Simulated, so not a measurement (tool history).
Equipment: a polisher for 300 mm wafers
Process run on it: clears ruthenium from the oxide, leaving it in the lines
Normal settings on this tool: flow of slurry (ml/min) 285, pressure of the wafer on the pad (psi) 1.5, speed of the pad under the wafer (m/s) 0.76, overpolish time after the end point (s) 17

run,day,flow of slurry (ml/min),pressure of the wafer on the pad (psi),speed of the pad under the wafer (m/s),overpolish time after the end point (s),"incoming thickness of the incoming film, nm",time until the end point was called (s)
1,0.000,285,1.5,0.76,17,49.7,74.0
# day 1.012: worn pad replaced by a new one
2,3.367,250,1.5,0.76,17,50.3,74.7
# day 5.638: slurry nozzle cleaned
3,6.250,250,1.5,0.76,17,49.9,73.2
4,10.433,250,1.5,0.76,17,49.7,74.2
# day 11.942: head pressure recalibrated
5,13.471,285,1.5,0.76,17,49.7,74.0
# day 19.129: worn pad replaced by a new one
6,23.396,285,1.5,0.84,11,50.4,66.9
7,26.962,285,1.5,0.84,11,49.2,67.0
8,28.812,285,1.5,0.84,11,49.0,65.3
9,30.521,285,1.2,0.76,17,50.3,92.6
# day 32.171: slurry nozzle cleaned
# day 35.846: head pressure recalibrated
# day 38.171: worn pad replaced by a new one
10,41.475,285,1.5,0.76,17,49.7,73.2
11,45.825,285,1.5,0.76,17,49.1,73.7
12,55.238,285,1.5,0.76,17,50.9,74.3
# day 55.671: worn pad replaced by a new one
# day 60.025: head pressure recalibrated
# day 63.754: slurry nozzle cleaned
13,68.542,285,1.8,0.52,13,50.1,82.1
14,71.454,285,1.5,0.76,17,50.4,73.6
15,75.792,215,1.5,0.76,17,50.7,76.1
# day 76.562: worn pad replaced by a new one
16,77.546,345,1.1,0.76,17,48.9,97.2
17,80.075,285,1.5,0.96,17,49.0,58.5
18,83.017,285,1.5,0.76,17,50.2,73.4
19,85.254,285,1.5,0.84,11,49.7,65.9
# day 87.679: head pressure recalibrated
20,87.942,285,1.5,0.76,14,50.2,73.3
21,91.367,370,1.3,0.56,17,49.6,104.1
# day 93.850: slurry nozzle cleaned
22,94.183,285,1.7,0.76,17,50.8,67.0
23,97.158,285,1.5,0.84,17,48.9,67.0
# day 98.825: worn pad replaced by a new one
24,100.238,230,1.7,0.88,17,49.6,58.1

Forecast each of these 3 alternatives for the next run:
A,100.258,285,1.5,0.60,17,50.4,?
B,100.258,365,1.5,0.76,20,50.4,?
C,100.258,285,1.0,0.62,17,50.4,?

run,time until the end point was called (s)
A,88.4
B,72.2
C,129.3
With the hidden condition removed and each run's random variation left untouched, the same runs would have given:
run,time until the end point was called (s)
A,88.4
B,72.2
C,129.3

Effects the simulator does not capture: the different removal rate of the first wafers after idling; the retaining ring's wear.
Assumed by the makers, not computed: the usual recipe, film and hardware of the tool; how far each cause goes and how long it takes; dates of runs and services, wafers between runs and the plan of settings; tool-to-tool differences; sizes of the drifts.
